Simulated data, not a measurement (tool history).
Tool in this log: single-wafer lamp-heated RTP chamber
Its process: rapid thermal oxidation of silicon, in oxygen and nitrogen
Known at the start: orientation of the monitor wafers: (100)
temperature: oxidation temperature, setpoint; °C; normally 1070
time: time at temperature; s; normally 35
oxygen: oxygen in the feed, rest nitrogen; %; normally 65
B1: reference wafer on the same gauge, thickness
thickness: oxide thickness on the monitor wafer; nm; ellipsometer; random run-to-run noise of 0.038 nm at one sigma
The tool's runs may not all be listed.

{"run": 1, "hour": 0.0, "temperature": 1070, "time": 27, "oxygen": 51, "B1": 6.792, "thickness": 5.946}
{"run": 2, "hour": 35.5, "temperature": 1070, "time": 27, "oxygen": 51, "B1": 6.78, "thickness": 5.955}
{"run": 3, "hour": 64.2, "temperature": 1070, "time": 27, "oxygen": 51, "B1": 6.78, "thickness": 5.915}
{"run": 4, "hour": 92.4, "temperature": 1070, "time": 23, "oxygen": 46, "B1": 6.8, "thickness": 5.429}
{"run": 5, "hour": 115.6, "temperature": 1070, "time": 35, "oxygen": 65, "B1": 6.802, "thickness": 7.274}
{"run": 6, "hour": 133.1, "temperature": 1051, "time": 35, "oxygen": 65, "B1": 6.794, "thickness": 6.389}
{"run": 7, "hour": 163.1, "temperature": 1070, "time": 35, "oxygen": 65, "B1": 6.795, "thickness": 7.179}
{"run": 8, "hour": 193.3, "temperature": 1070, "time": 35, "oxygen": 65, "B1": 6.797, "thickness": 7.176}
{"run": 9, "hour": 213.8, "temperature": 1070, "time": 35, "oxygen": 65, "B1": 6.809, "thickness": 7.277}
{"run": 10, "hour": 232.3, "temperature": 1070, "time": 35, "oxygen": 65, "B1": 6.808, "thickness": 7.294}
{"hour": 266.3, "done": "pyrometer window cleaned and pyrometer calibrated"}
{"run": 11, "hour": 266.8, "temperature": 1070, "time": 35, "oxygen": 65, "B1": 6.798, "thickness": 7.171}
{"run": 12, "hour": 281.3, "temperature": 1070, "time": 35, "oxygen": 65, "B1": 6.791, "thickness": 7.215}
{"run": 13, "hour": 298.3, "temperature": 1070, "time": 35, "oxygen": 65, "B1": 6.807, "thickness": 7.148}
{"hour": 336.6, "done": "gauge calibrated"}
{"run": 14, "hour": 391.5, "temperature": 1070, "time": 35, "oxygen": 65, "B1": 6.702, "thickness": 7.096}
{"run": 15, "hour": 406.5, "temperature": 1070, "time": 35, "oxygen": 65, "B1": 6.686, "thickness": 7.129}
{"hour": 436.7, "done": "oxygen flow controller replaced"}
{"run": 16, "hour": 441.3, "temperature": 1070, "time": 35, "oxygen": 65, "B1": 6.714, "thickness": 7.185}
{"run": 17, "hour": 461.0, "temperature": 1070, "time": 42, "oxygen": 65, "B1": 6.734, "thickness": 7.794}
{"run": 18, "hour": 473.8, "temperature": 1070, "time": 35, "oxygen": 65, "B1": 6.734, "thickness": 7.261}
{"run": 19, "hour": 492.2, "temperature": 1070, "time": 27, "oxygen": 51, "B1": 6.759, "thickness": 5.959}
{"run": 20, "hour": 521.5, "temperature": 1070, "time": 35, "oxygen": 74, "B1": 6.746, "thickness": 7.492}
{"run": 21, "hour": 549.0, "temperature": 1070, "time": 35, "oxygen": 65, "B1": 6.757, "thickness": 7.219}
{"run": 22, "hour": 573.1, "temperature": 1053, "time": 35, "oxygen": 65, "B1": 6.778, "thickness": 6.385}
{"hour": 583.1, "done": "pyrometer window cleaned and pyrometer calibrated"}
{"run": 23, "hour": 597.7, "temperature": 1096, "time": 24, "oxygen": 56, "B1": 6.768, "thickness": 6.9}
{"run": 24, "hour": 628.2, "temperature": 1070, "time": 47, "oxygen": 83, "B1": 6.782, "thickness": 8.871}
{"run": 25, "hour": 656.4, "temperature": 1098, "time": 31, "oxygen": 65, "B1": 6.777, "thickness": 8.13}

For run 26, what comes out?
{"run": 26, "hour": 691.1, "temperature": 1050, "time": 35, "oxygen": 65, "B1": "?", "thickness": "?"}

{"run 26": {"B1": 6.789, "thickness": 6.316}}
Were there no unlogged condition in the tool, this run, its random variation unchanged, would have produced thickness 6.178 nm.
